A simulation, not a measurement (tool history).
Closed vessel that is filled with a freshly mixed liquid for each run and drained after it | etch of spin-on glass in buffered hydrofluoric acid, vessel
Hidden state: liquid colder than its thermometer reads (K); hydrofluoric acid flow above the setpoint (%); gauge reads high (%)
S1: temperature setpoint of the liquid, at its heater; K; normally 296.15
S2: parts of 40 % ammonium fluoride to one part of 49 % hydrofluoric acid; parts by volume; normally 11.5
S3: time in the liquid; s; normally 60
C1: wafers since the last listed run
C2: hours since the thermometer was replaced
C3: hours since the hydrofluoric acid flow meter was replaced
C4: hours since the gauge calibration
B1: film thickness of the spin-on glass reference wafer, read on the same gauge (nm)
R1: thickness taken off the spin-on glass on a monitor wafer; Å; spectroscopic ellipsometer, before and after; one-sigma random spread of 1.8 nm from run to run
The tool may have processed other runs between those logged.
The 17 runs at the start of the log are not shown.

run   hour      S1    S2  S3    C1     C2     C3     C4     B1      R1
     491.8  -- thermometer replaced
 18  511.7  296.15  14.5  60  2411   19.9   54.4  168.8  69.15  1883.4
 19  542.8  296.15  10.0  60  3303   51.0   85.5  199.9  69.03  2689.8
 20  561.5  299.15   8.5  85  1986   69.7  104.2  218.6  69.00  5118.4
 21  577.2  296.15  11.5  60  1667   85.4  119.9  234.3  68.98  2377.5
 22  589.9  296.15   9.0  60  1348   98.1  132.6  247.0  68.88  2869.3
 23  624.3  294.15   9.5  60  3653  132.5  167.0  281.4  68.78  2498.9
 24  640.3  296.15  11.5  60  1699  148.5  183.0  297.4  68.74  2358.0
 25  667.9  296.15  11.5  70  2931  176.1  210.6  325.0  68.69  2737.5
 26  694.4  296.15  11.5  60  2814  202.6  237.1  351.5  68.59  2310.3
 27  727.5  296.15  11.5  60  3515  235.7  270.2  384.6  68.50  2343.9
 28  742.0  291.65  15.5  70  1540  250.2  284.7  399.1  68.41  1589.8
 29  768.6  293.65  15.5  85  2825  276.8  311.3  425.7  68.40  2163.9
 30  785.0  298.65  11.5  60  1741  293.2  327.7  442.1  68.34  2692.3
 31  820.0  296.15   8.5  50  3717  328.2  362.7  477.1  68.28  2555.7
 32  851.8  297.65   8.5  60  3377  360.0  394.5  508.9  68.21  3293.4

Consider 5 possible next runs. They are alternatives, not a sequence: every one starts from the tool as it was left by run 32. What does each give?
  A  852.5  296.15  11.5  60  74  360.7  395.2  509.6   ?   ?
  B  852.5  297.65  11.5  60  74  360.7  395.2  509.6   ?   ?
  C  852.5  294.15   7.5  45  74  360.7  395.2  509.6   ?   ?
  D  852.5  299.65   8.0  30  74  360.7  395.2  509.6   ?   ?
  E  852.5  296.15   7.5  85  74  360.7  395.2  509.6   ?   ?

run     B1      R1
  A  68.19  2374.6
  B  68.19  2577.4
  C  68.19  2379.3
  D  68.19  1997.0
  E  68.19  5018.7
Stripped of hidden state, with their random variation kept, the same runs would have yielded:
run      R1
  A  2435.6
  B  2643.6
  C  2440.5
  D  2048.3
  E  5147.7
